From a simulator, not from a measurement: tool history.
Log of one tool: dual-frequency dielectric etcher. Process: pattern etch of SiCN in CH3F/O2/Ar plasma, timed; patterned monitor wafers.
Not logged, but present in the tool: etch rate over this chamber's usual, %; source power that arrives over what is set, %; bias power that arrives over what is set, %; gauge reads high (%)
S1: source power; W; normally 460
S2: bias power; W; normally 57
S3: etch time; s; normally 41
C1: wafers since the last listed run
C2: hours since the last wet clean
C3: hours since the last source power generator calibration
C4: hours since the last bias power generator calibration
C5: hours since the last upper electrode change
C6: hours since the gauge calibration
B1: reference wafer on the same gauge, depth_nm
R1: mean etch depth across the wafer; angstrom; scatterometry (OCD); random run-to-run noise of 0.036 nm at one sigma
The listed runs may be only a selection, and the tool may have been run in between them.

Run 1, hour 0: usual settings; C1 0; C2 94.4; C3 4308.5; C4 4552.8; C5 3942.8; C6 740.6; B1 16.21. Result: R1 136.9 angstrom.
Run 2, hour 22.7: usual settings but S2 52 W, S3 31.5 s; C1 395; C2 117.1; C3 4331.2; C4 4575.5; C5 3965.5; C6 763.3; B1 16.21. Result: R1 101.3 angstrom.
Run 3, hour 42.9: usual settings but S2 52 W, S3 31.5 s; C1 351; C2 137.3; C3 4351.4; C4 4595.7; C5 3985.7; C6 783.5; B1 16.19. Result: R1 100.5 angstrom.
At hour 52.2: gauge calibrated.
Run 4, hour 87: usual settings but S1 510 W, S3 50.5 s; C1 768; C2 181.4; C3 4395.5; C4 4639.8; C5 4029.8; C6 34.8; B1 16.2. Result: R1 172.8 angstrom.
Run 5, hour 106.1: usual settings but S1 510 W, S3 50.5 s; C1 332; C2 200.5; C3 4414.6; C4 4658.9; C5 4048.9; C6 53.9; B1 16.2. Result: R1 173.4 angstrom.
Run 6, hour 141.1: usual settings but S1 430 W, S2 66 W; C1 609; C2 235.5; C3 4449.6; C4 4693.9; C5 4083.9; C6 88.9; B1 16.2. Result: R1 141.3 angstrom.
Run 7, hour 156.8: usual settings but S1 570 W, S2 63 W, S3 37 s; C1 273; C2 251.2; C3 4465.3; C4 4709.6; C5 4099.6; C6 104.6; B1 16.2. Result: R1 137.7 angstrom.
Run 8, hour 182.5: usual settings; C1 447; C2 276.9; C3 4491; C4 4735.3; C5 4125.3; C6 130.3; B1 16.2. Result: R1 135.6 angstrom.
At hour 214.7: upper electrode replaced.
Run 9, hour 215.2: usual settings but S3 49.5 s; C1 151; C2 309.6; C3 4523.7; C4 4768; C5 0.5; C6 163; B1 16.2. Result: R1 162.5 angstrom.
Run 10, hour 241.4: usual settings but S3 31.5 s; C1 456; C2 335.8; C3 4549.9; C4 4794.2; C5 26.7; C6 189.2; B1 16.2. Result: R1 104 angstrom.
Run 11, hour 265.6: usual settings but S1 560 W, S3 36 s; C1 421; C2 360; C3 4574.1; C4 4818.4; C5 50.9; C6 213.4; B1 16.2. Result: R1 126.2 angstrom.
At hour 305.3: bias power generator calibrated.
At hour 305.5: wet clean of the chamber.
Run 12, hour 330.7: usual settings but S3 48.5 s; C1 1061; C2 25.2; C3 4639.2; C4 25.4; C5 116; C6 278.5; B1 16.21. Result: R1 162.3 angstrom.
Run 13, hour 355.5: usual settings but S1 500 W; C1 431; C2 50; C3 4664; C4 50.2; C5 140.8; C6 303.3; B1 16.21. Result: R1 140.9 angstrom.
Run 14, hour 371.9: usual settings but S2 52 W, S3 31.5 s; C1 285; C2 66.4; C3 4680.4; C4 66.6; C5 157.2; C6 319.7; B1 16.2. Result: R1 101 angstrom.
Run 15, hour 386: usual settings but S1 510 W, S3 46.5 s; C1 245; C2 80.5; C3 4694.5; C4 80.7; C5 171.3; C6 333.8; B1 16.2. Result: R1 160.5 angstrom.
Run 16, hour 407.8: usual settings but S2 51 W; C1 379; C2 102.3; C3 4716.3; C4 102.5; C5 193.1; C6 355.6; B1 16.19. Result: R1 129.9 angstrom.
At hour 418: source power generator calibrated.
Run 17, hour 420.7: usual settings; C1 155; C2 115.2; C3 2.7; C4 115.4; C5 206; C6 368.5; B1 16.2. Result: R1 136.6 angstrom.
Run 18, hour 447.2: usual settings but S3 53 s; C1 461; C2 141.7; C3 29.2; C4 141.9; C5 232.5; C6 395; B1 16.2. Result: R1 175.8 angstrom.
Run 19, hour 463.5: usual settings; C1 283; C2 158; C3 45.5; C4 158.2; C5 248.8; C6 411.3; B1 16.2. Result: R1 136.1 angstrom.
Run 20, hour 487.3: usual settings but S1 560 W, S2 62 W, S3 49 s; C1 414; C2 181.8; C3 69.3; C4 182; C5 272.6; C6 435.1; B1 16.2. Result: R1 180.9 angstrom.
Run 21, hour 509.2: usual settings; C1 381; C2 203.7; C3 91.2; C4 203.9; C5 294.5; C6 457; B1 16.2. Result: R1 136.2 angstrom.
Run 22, hour 522.9: usual settings; C1 238; C2 217.4; C3 104.9; C4 217.6; C5 308.2; C6 470.7; B1 16.21. Result: R1 136 angstrom.
Run 23, hour 544.2: usual settings but S3 51.5 s; C1 370; C2 238.7; C3 126.2; C4 238.9; C5 329.5; C6 492; B1 16.19. Result: R1 170 angstrom.
Run 24, hour 561.1: usual settings; C1 294; C2 255.6; C3 143.1; C4 255.8; C5 346.4; C6 508.9; B1 16.2. Result: R1 136.3 angstrom.
Run 25, hour 590.4: usual settings but S1 530 W; C1 510; C2 284.9; C3 172.4; C4 285.1; C5 375.7; C6 538.2; B1 16.2. Result: R1 142 angstrom.
Run 26, hour 624.8: usual settings but S1 560 W, S2 64 W, S3 37 s; C1 599; C2 319.3; C3 206.8; C4 319.5; C5 410.1; C6 572.6; B1 16.21. Result: R1 136.3 angstrom.
Run 27, hour 638.1: usual settings but S1 420 W, S2 67 W, S3 30.5 s; C1 231; C2 332.6; C3 220.1; C4 332.8; C5 423.4; C6 585.9; B1 16.21. Result: R1 104.4 angstrom.
Run 28, hour 666.1: usual settings but S1 340 W, S3 33 s; C1 487; C2 360.6; C3 248.1; C4 360.8; C5 451.4; C6 613.9; B1 16.19. Result: R1 99.2 angstrom.
At hour 704.2: wet clean of the chamber.
Run 29, hour 704.7: usual settings; C1 254; C2 0.5; C3 286.7; C4 399.4; C5 490; C6 652.5; B1 16.21. Result: R1 137.4 angstrom.

Below are 5 alternative next runs, each starting from the tool's condition after run 29. Predict each:
Run A, hour 705.1: usual settings but S1 540 W; C1 6; C2 0.9; C3 287.1; C4 399.8; C5 490.4; C6 652.9; B1 ?. Result: R1 ?.
Run B, hour 705.1: usual settings but S1 530 W, S2 47 W, S3 33.5 s; C1 6; C2 0.9; C3 287.1; C4 399.8; C5 490.4; C6 652.9; B1 ?. Result: R1 ?.
Run C, hour 705.1: usual settings but S2 71 W; C1 6; C2 0.9; C3 287.1; C4 399.8; C5 490.4; C6 652.9; B1 ?. Result: R1 ?.
Run D, hour 705.1: usual settings but S1 400 W, S2 63 W, S3 36.5 s; C1 6; C2 0.9; C3 287.1; C4 399.8; C5 490.4; C6 652.9; B1 ?. Result: R1 ?.
Run E, hour 705.1: usual settings but S3 33.5 s; C1 6; C2 0.9; C3 287.1; C4 399.8; C5 490.4; C6 652.9; B1 ?. Result: R1 ?.

run    B1     R1
  A  16.2  145.3
  B  16.2  108.5
  C  16.2    152
  D  16.2  122.9
  E  16.2  112.7
Without the tool's unlogged condition, the same runs would have read:
run     R1
  A    145
  B  108.3
  C  151.7
  D  122.6
  E  112.5

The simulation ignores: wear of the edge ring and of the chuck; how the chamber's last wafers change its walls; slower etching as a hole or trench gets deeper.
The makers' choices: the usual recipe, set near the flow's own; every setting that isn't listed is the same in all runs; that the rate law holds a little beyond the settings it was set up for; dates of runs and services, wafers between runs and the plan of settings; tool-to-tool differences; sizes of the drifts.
